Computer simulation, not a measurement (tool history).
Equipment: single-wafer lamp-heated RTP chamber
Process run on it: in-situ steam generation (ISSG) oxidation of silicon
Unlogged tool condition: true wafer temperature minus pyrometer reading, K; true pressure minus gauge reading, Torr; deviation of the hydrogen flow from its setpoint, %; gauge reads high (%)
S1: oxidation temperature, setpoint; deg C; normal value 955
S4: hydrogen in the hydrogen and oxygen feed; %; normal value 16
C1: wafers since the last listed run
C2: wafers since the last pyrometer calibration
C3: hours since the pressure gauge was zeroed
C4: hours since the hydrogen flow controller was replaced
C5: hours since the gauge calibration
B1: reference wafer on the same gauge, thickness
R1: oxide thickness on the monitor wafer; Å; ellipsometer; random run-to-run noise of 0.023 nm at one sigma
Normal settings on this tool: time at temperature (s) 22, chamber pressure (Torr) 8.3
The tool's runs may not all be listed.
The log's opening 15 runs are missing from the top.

-- hour=656.7 pyrometer window cleaned and pyrometer calibrated
run 16 hour=669.6 | S1=955 time_at_temperature_(s)=22 chamber_pressure_(Torr)=8.3 S4=16 | C1=420 C2=117 C3=133.0 C4=349.2 C5=988.6 | B1=3.847 | R1=40.56
run 17 hour=740.0 | S1=943 time_at_temperature_(s)=22 chamber_pressure_(Torr)=8.3 S4=24 | C1=643 C2=761 C3=203.4 C4=419.6 C5=1059.0 | B1=3.854 | R1=43.23
run 18 hour=804.7 | S1=955 time_at_temperature_(s)=22 chamber_pressure_(Torr)=8.3 S4=16 | C1=591 C2=1353 C3=268.1 C4=484.3 C5=1123.7 | B1=3.846 | R1=40.23
run 19 hour=859.6 | S1=942 time_at_temperature_(s)=22 chamber_pressure_(Torr)=8.3 S4=16 | C1=501 C2=1854 C3=323.0 C4=539.2 C5=1178.6 | B1=3.850 | R1=39.09
-- hour=893.5 gauge calibrated
run 20 hour=900.8 | S1=955 time_at_temperature_(s)=22 chamber_pressure_(Torr)=7.6 S4=23 | C1=376 C2=2231 C3=364.2 C4=580.4 C5=7.3 | B1=3.849 | R1=44.47
run 21 hour=938.6 | S1=955 time_at_temperature_(s)=22 chamber_pressure_(Torr)=7.6 S4=16 | C1=345 C2=2577 C3=402.0 C4=618.2 C5=45.1 | B1=3.859 | R1=40.82
run 22 hour=987.9 | S1=955 time_at_temperature_(s)=22 chamber_pressure_(Torr)=8.3 S4=16 | C1=450 C2=3027 C3=451.3 C4=667.5 C5=94.4 | B1=3.848 | R1=40.77
run 23 hour=1025.2 | S1=955 time_at_temperature_(s)=22 chamber_pressure_(Torr)=8.3 S4=16 | C1=340 C2=3368 C3=488.6 C4=704.8 C5=131.7 | B1=3.844 | R1=40.56
run 24 hour=1060.9 | S1=955 time_at_temperature_(s)=29 chamber_pressure_(Torr)=8.3 S4=25 | C1=326 C2=3695 C3=524.3 C4=740.5 C5=167.4 | B1=3.843 | R1=50.96
run 25 hour=1094.3 | S1=955 time_at_temperature_(s)=22 chamber_pressure_(Torr)=8.3 S4=16 | C1=305 C2=4000 C3=557.7 C4=773.9 C5=200.8 | B1=3.850 | R1=41.09
run 26 hour=1129.9 | S1=955 time_at_temperature_(s)=25 chamber_pressure_(Torr)=8.3 S4=11 | C1=325 C2=4325 C3=593.3 C4=809.5 C5=236.4 | B1=3.844 | R1=39.82
run 27 hour=1194.5 | S1=967 time_at_temperature_(s)=22 chamber_pressure_(Torr)=7.0 S4=16 | C1=590 C2=4916 C3=657.9 C4=874.1 C5=301.0 | B1=3.846 | R1=42.57
run 28 hour=1240.7 | S1=955 time_at_temperature_(s)=22 chamber_pressure_(Torr)=8.3 S4=16 | C1=422 C2=5338 C3=704.1 C4=920.3 C5=347.2 | B1=3.854 | R1=40.90
run 29 hour=1308.8 | S1=955 time_at_temperature_(s)=17 chamber_pressure_(Torr)=8.3 S4=23 | C1=622 C2=5961 C3=772.2 C4=988.4 C5=415.3 | B1=3.848 | R1=39.93
run 30 hour=1342.3 | S1=955 time_at_temperature_(s)=29 chamber_pressure_(Torr)=8.3 S4=16 | C1=306 C2=6267 C3=805.7 C4=1021.9 C5=448.8 | B1=3.850 | R1=46.24

Branching from run 30: 5 alternative next runs. What would each branch give?
run A hour=1342.7 | S1=955 time_at_temperature_(s)=22 chamber_pressure_(Torr)=9.7 S4=16 | C1=3 C2=6271 C3=806.1 C4=1022.3 C5=449.2 | B1=? | R1=?
run B hour=1342.7 | S1=948 time_at_temperature_(s)=22 chamber_pressure_(Torr)=7.6 S4=11 | C1=3 C2=6271 C3=806.1 C4=1022.3 C5=449.2 | B1=? | R1=?
run C hour=1342.7 | S1=955 time_at_temperature_(s)=26 chamber_pressure_(Torr)=7.8 S4=16 | C1=3 C2=6271 C3=806.1 C4=1022.3 C5=449.2 | B1=? | R1=?
run D hour=1342.7 | S1=955 time_at_temperature_(s)=18 chamber_pressure_(Torr)=8.3 S4=16 | C1=3 C2=6271 C3=806.1 C4=1022.3 C5=449.2 | B1=? | R1=?
run E hour=1342.7 | S1=955 time_at_temperature_(s)=28 chamber_pressure_(Torr)=8.3 S4=16 | C1=3 C2=6271 C3=806.1 C4=1022.3 C5=449.2 | B1=? | R1=?

run=A B1=3.851 R1=40.46
run=B B1=3.851 R1=37.03
run=C B1=3.851 R1=44.09
run=D B1=3.851 R1=37.65
run=E B1=3.851 R1=45.58
Without the tool's unlogged condition, the same runs would have read:
run=A R1=40.46
run=B R1=37.03
run=C R1=44.09
run=D R1=37.65
run=E R1=45.58
